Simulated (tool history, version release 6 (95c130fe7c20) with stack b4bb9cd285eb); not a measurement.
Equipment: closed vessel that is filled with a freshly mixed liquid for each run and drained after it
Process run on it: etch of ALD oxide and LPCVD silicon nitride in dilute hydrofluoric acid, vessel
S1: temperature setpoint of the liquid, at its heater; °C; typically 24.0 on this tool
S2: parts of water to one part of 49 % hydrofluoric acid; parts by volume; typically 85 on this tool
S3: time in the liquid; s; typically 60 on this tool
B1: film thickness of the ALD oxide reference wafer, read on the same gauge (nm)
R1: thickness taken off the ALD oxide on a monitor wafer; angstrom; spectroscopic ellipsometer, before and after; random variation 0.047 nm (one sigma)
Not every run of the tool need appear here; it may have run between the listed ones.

{"run": 1, "day": 0.0, "S1": 24.0, "S2": 85, "S3": 60, "B1": 99.97, "R1": 224.2}
{"day": 0.175, "done": "gauge calibrated"}
{"run": 2, "day": 0.433, "S1": 24.0, "S2": 85, "S3": 60, "B1": 100.04, "R1": 225.7}
{"run": 3, "day": 0.971, "S1": 27.0, "S2": 85, "S3": 60, "B1": 100.04, "R1": 253.1}
{"run": 4, "day": 1.704, "S1": 24.0, "S2": 85, "S3": 60, "B1": 99.96, "R1": 225.2}
{"run": 5, "day": 2.054, "S1": 24.0, "S2": 85, "S3": 60, "B1": 99.96, "R1": 225.4}
{"run": 6, "day": 2.425, "S1": 24.0, "S2": 85, "S3": 60, "B1": 99.97, "R1": 225.0}
{"day": 2.775, "done": "hydrofluoric acid flow meter replaced"}
{"run": 7, "day": 2.796, "S1": 24.0, "S2": 85, "S3": 60, "B1": 99.99, "R1": 268.0}
{"run": 8, "day": 3.288, "S1": 24.0, "S2": 85, "S3": 60, "B1": 99.99, "R1": 267.9}
{"run": 9, "day": 3.733, "S1": 24.0, "S2": 100, "S3": 60, "B1": 99.98, "R1": 223.6}
{"day": 3.833, "done": "gauge calibrated"}
{"run": 10, "day": 4.15, "S1": 24.0, "S2": 55, "S3": 40, "B1": 100.02, "R1": 287.6}
{"run": 11, "day": 4.425, "S1": 22.5, "S2": 50, "S3": 60, "B1": 99.97, "R1": 449.4}
{"day": 4.488, "done": "thermometer replaced"}
{"run": 12, "day": 5.058, "S1": 25.5, "S2": 85, "S3": 60, "B1": 100.0, "R1": 252.2}
{"run": 13, "day": 5.446, "S1": 24.0, "S2": 85, "S3": 60, "B1": 99.98, "R1": 236.4}
{"run": 14, "day": 6.025, "S1": 26.5, "S2": 85, "S3": 60, "B1": 99.99, "R1": 261.6}
{"run": 15, "day": 6.683, "S1": 19.0, "S2": 85, "S3": 35, "B1": 100.02, "R1": 113.0}

A few steps of R1 between consecutive runs. Split each: what settings, incoming material and random variation would produce without the hidden state, and what is left over for the hidden state, along with gauge scatter present in only one of the two compared results (measured, and without hidden state):
What the log doesn't record here: liquid hotter than its thermometer reads (K); hydrofluoric acid flow below the setpoint (%); gauge reads high (%).
Run 11 -> 12: S1 22.5 -> 25.5, S2 50 -> 85, thermometer replaced. R1 -197.2 angstrom: hidden state -54.3, all else -142.9.
